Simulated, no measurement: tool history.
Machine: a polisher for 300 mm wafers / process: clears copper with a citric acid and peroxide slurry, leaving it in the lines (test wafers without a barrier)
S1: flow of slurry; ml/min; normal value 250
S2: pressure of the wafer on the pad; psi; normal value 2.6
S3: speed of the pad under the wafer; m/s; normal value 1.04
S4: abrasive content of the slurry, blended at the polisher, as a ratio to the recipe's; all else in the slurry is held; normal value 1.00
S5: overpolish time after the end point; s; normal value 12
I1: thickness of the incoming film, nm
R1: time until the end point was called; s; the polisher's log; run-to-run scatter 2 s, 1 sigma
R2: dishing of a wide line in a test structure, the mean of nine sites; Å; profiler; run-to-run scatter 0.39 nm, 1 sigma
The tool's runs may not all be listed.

run 1 hour=0.0 | S1=180 S2=2.6 S3=1.04 S4=1.00 S5=8 | I1=193.6 | R1=108.3 R2=122
run 2 hour=13.4 | S1=180 S2=2.6 S3=1.04 S4=1.00 S5=8 | I1=193.5 | R1=108.0 R2=126
run 3 hour=28.5 | S1=290 S2=2.6 S3=1.04 S4=1.00 S5=12 | I1=196.6 | R1=104.1 R2=195
run 4 hour=59.4 | S1=250 S2=2.6 S3=1.04 S4=1.00 S5=12 | I1=198.4 | R1=109.4 R2=186
-- hour=70.6 worn pad replaced by a new one
run 5 hour=78.4 | S1=250 S2=3.1 S3=1.22 S4=0.75 S5=9 | I1=197.0 | R1=83.4 R2=176
run 6 hour=114.0 | S1=330 S2=2.6 S3=1.04 S4=1.00 S5=12 | I1=196.5 | R1=102.8 R2=190
-- hour=125.9 slurry nozzle cleaned
run 7 hour=143.2 | S1=250 S2=2.6 S3=1.04 S4=1.00 S5=12 | I1=198.1 | R1=108.4 R2=184
run 8 hour=169.8 | S1=200 S2=2.1 S3=1.04 S4=1.00 S5=16 | I1=195.6 | R1=137.3 R2=189
run 9 hour=202.7 | S1=250 S2=2.6 S3=1.04 S4=1.00 S5=12 | I1=195.0 | R1=104.2 R2=185
-- hour=207.8 slurry blender recalibrated
run 10 hour=232.3 | S1=250 S2=2.6 S3=1.04 S4=0.85 S5=12 | I1=194.4 | R1=113.3 R2=172
run 11 hour=247.4 | S1=215 S2=2.6 S3=1.04 S4=0.70 S5=12 | I1=192.4 | R1=117.1 R2=165
run 12 hour=276.6 | S1=250 S2=2.6 S3=1.04 S4=1.10 S5=12 | I1=196.2 | R1=106.0 R2=181
run 13 hour=303.7 | S1=250 S2=2.6 S3=1.04 S4=1.00 S5=12 | I1=191.8 | R1=103.8 R2=178
-- hour=326.5 worn pad replaced by a new one
run 14 hour=327.0 | S1=180 S2=2.6 S3=1.04 S4=1.00 S5=8 | I1=194.9 | R1=114.5 R2=120
run 15 hour=339.2 | S1=250 S2=2.6 S3=1.04 S4=1.00 S5=12 | I1=192.1 | R1=103.5 R2=174
run 16 hour=353.5 | S1=320 S2=2.6 S3=0.82 S4=1.00 S5=7 | I1=196.1 | R1=132.1 R2=92
run 17 hour=372.8 | S1=175 S2=2.6 S3=0.88 S4=1.00 S5=12 | I1=194.6 | R1=132.0 R2=148
-- hour=382.1 slurry nozzle cleaned
-- hour=415.3 slurry blender recalibrated
run 18 hour=478.2 | S1=285 S2=3.1 S3=1.04 S4=1.00 S5=16 | I1=197.8 | R1=94.0 R2=268
run 19 hour=490.7 | S1=250 S2=1.8 S3=1.36 S4=1.00 S5=12 | I1=193.7 | R1=126.0 R2=151
run 20 hour=520.8 | S1=250 S2=2.6 S3=1.04 S4=1.00 S5=12 | I1=195.0 | R1=111.9 R2=169

The next listed run, before its measurement:
run 21 hour=544.0 | S1=250 S2=2.6 S3=1.04 S4=1.15 S5=12 | I1=196.6 | R1=? R2=?

{"run 21": {"R1": 107.5, "R2": 181}}
The same run, on a tool lacking any hidden state, would have yielded R1 101.6 s, R2 191 Å.
